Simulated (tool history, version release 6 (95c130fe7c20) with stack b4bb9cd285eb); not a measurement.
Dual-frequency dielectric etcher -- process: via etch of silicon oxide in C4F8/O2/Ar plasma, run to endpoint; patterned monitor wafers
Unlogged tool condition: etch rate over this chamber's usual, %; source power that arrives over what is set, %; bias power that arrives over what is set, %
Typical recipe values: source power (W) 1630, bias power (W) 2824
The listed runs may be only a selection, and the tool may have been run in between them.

run	hour	source power (W)	bias power (W)	wafers since the last listed run	hours since the last wet clean	hours since the last source power generator calibration	hours since the last bias power generator calibration	hours since the last upper electrode change	incoming incoming film thickness, nm	endpoint time (s)
1	0.0	1740	2292	0	233.0	4585.0	1398.2	3046.0	1069.5	193.2
2	22.2	1740	2292	113	255.2	4607.2	1420.4	3068.2	1072.0	194.1
3	36.1	1740	2292	70	269.1	4621.1	1434.3	3082.1	1077.3	194.0
4	58.6	1850	2824	114	291.6	4643.6	1456.8	3104.6	1068.1	172.7
# hour 126.9: wet clean of the chamber
5	127.4	1850	2824	228	0.5	4712.4	1525.6	3173.4	1070.8	176.8
# hour 175.5: bias power generator calibrated
6	219.3	1850	2824	448	92.4	4804.3	43.8	3265.3	1068.9	175.5
7	237.0	1630	2824	90	110.1	4822.0	61.5	3283.0	1067.3	188.0
8	263.1	1630	2824	133	136.2	4848.1	87.6	3309.1	1069.5	190.4
9	279.7	1630	2824	84	152.8	4864.7	104.2	3325.7	1081.3	191.7
10	304.9	1630	2393	128	178.0	4889.9	129.4	3350.9	1057.1	198.7
11	345.3	1630	2824	206	218.4	4930.3	169.8	3391.3	1061.0	188.1
12	358.9	2020	2519	69	232.0	4943.9	183.4	3404.9	1078.3	174.3
13	386.0	1490	2177	138	259.1	4971.0	210.5	3432.0	1067.1	216.9
14	410.2	1860	2824	123	283.3	4995.2	234.7	3456.2	1063.3	171.5
# hour 445.1: wet clean of the chamber
15	515.3	1730	2263	413	70.2	5100.3	339.8	3561.3	1075.9	199.9
# hour 528.9: source power generator calibrated
16	529.3	1630	2824	50	84.2	0.4	353.8	3575.3	1073.4	190.1
17	554.5	1630	2366	128	109.4	25.6	379.0	3600.5	1079.9	203.0
18	572.5	1400	3025	91	127.4	43.6	397.0	3618.5	1069.6	203.7
19	595.8	1430	2156	118	150.7	66.9	420.3	3641.8	1070.1	226.6
20	613.1	1740	2292	88	168.0	84.2	437.6	3659.1	1067.2	195.6
21	646.1	1870	3062	168	201.0	117.2	470.6	3692.1	1071.3	170.4
# hour 704.5: upper electrode replaced
22	705.0	1750	3345	177	259.9	176.1	529.5	0.5	1065.7	170.3
23	705.4	1270	3503	2	260.3	176.5	529.9	0.9	1071.4	208.0
24	714.6	1390	2624	46	269.5	185.7	539.1	10.1	1074.1	215.1
25	726.6	1410	2417	61	281.5	197.7	551.1	22.1	1060.1	215.9
26	757.8	1280	2824	159	312.7	228.9	582.3	53.3	1065.2	221.5
# hour 791.2: wet clean of the chamber
27	862.6	1960	2580	412	71.4	333.7	687.1	158.1	1078.8	176.7
28	880.9	1630	2824	93	89.7	352.0	705.4	176.4	1069.0	190.2
29	912.8	1630	2824	162	121.6	383.9	737.3	208.3	1071.6	190.2
30	938.2	2020	3390	129	147.0	409.3	762.7	233.7	1066.0	156.5
31	962.5	1810	2411	123	171.3	433.6	787.0	258.0	1077.7	189.4
32	981.6	1630	2824	97	190.4	452.7	806.1	277.1	1058.8	185.9
33	1014.0	1800	3174	165	222.8	485.1	838.5	309.5	1069.2	170.2
34	1038.9	1630	2824	126	247.7	510.0	863.4	334.4	1071.7	188.2

Had the tool no unlogged condition, and each run kept its random variation, what would the results have been?
run	endpoint time (s)
1	195.7
2	196.9
3	196.9
4	175.6
5	177.0
6	176.6
7	189.4
8	192.1
9	193.5
10	200.9
11	190.7
12	176.8
13	220.3
14	174.4
15	200.7
16	191.0
17	204.2
18	205.1
19	228.5
20	197.4
21	172.4
22	172.8
23	211.0
24	218.3
25	219.3
26	225.4
27	178.0
28	191.8
29	192.1
30	158.2
31	191.8
32	188.5
33	172.9
34	191.4
